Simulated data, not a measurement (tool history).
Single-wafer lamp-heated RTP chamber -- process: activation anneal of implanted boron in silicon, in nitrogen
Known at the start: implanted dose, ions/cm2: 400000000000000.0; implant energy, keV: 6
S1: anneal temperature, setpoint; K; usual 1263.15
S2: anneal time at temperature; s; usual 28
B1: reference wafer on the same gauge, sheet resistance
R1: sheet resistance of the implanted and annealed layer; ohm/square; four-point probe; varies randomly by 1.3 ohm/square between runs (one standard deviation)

run,hour,S1,S2,B1,R1
1,0,1263.15,28,294.57,267.08
2,62.7,1263.15,28,294,264.92
3,100.3,1263.15,28,293.52,266.72
4,154.4,1263.15,28,293.5,266.31
5,216.6,1250.15,18,293.91,274.4
6,258.3,1263.15,40,294.12,266.17
7,343,1263.15,40,293.62,262.47
8,392.1,1263.15,40,294.26,264.23
9,555.6,1263.15,32,293.82,265.4
10,609,1263.15,32,293.94,265.81
11,664.7,1263.15,39,293.4,265.8
12,761.3,1263.15,39,294.33,263.9
13,800.9,1263.15,28,293.39,265.62
14,849.9,1263.15,28,293.75,266.26
15,894.3,1263.15,28,293.67,266
16,949.4,1237.15,14,294.11,289.71
17,1046.1,1263.15,28,293.7,266.67
18,1130.3,1240.15,15,294.24,283.89
19,1190.3,1263.15,28,293.86,265.68
20,1269.1,1263.15,28,294.33,267.81
21,1311.4,1263.15,28,294.29,266.83
22,1374.1,1237.15,12,294.45,290.83
23,1432,1281.15,41,294.43,258.91
24,1537.1,1263.15,28,293.66,268.63
25,1629.3,1263.15,28,294.27,266.78
26,1787.7,1263.15,45,293.9,263.93
27,1841.5,1263.15,11,294.07,271.83
28,1884.1,1234.15,14,293.78,292.5
29,1920.3,1236.15,16,294.21,289.95
30,1997.4,1234.15,19,293.95,292.61

Withheld: 8 entries from between the runs. Position of each, and hidden state at the listed run before versus the listed run after:
Logged between run 6 and run 7: pyrometer window cleaned and pyrometer calibrated (hour 332.5)
  nothing in the hidden state changes from one run to the other
Logged between run 8 and run 9: reflector plate cleaned (hour 400.8)
  nothing in the hidden state changes from one run to the other
Logged between run 14 and run 15: reflector plate cleaned (hour 862)
  nothing in the hidden state changes from one run to the other
Logged between run 15 and run 16: gauge calibrated (hour 911.1)
  nothing in the hidden state changes from one run to the other
Logged between run 16 and run 17: pyrometer window cleaned and pyrometer calibrated (hour 1004.7)
  nothing in the hidden state changes from one run to the other
Logged between run 21 and run 22: reflector plate cleaned (hour 1373.6)
  nothing in the hidden state changes from one run to the other
Logged between run 25 and run 26: pyrometer window cleaned and pyrometer calibrated (hour 1639)
  nothing in the hidden state changes from one run to the other
Logged between run 28 and run 29: reflector plate cleaned (hour 1899)
  nothing in the hidden state changes from one run to the other
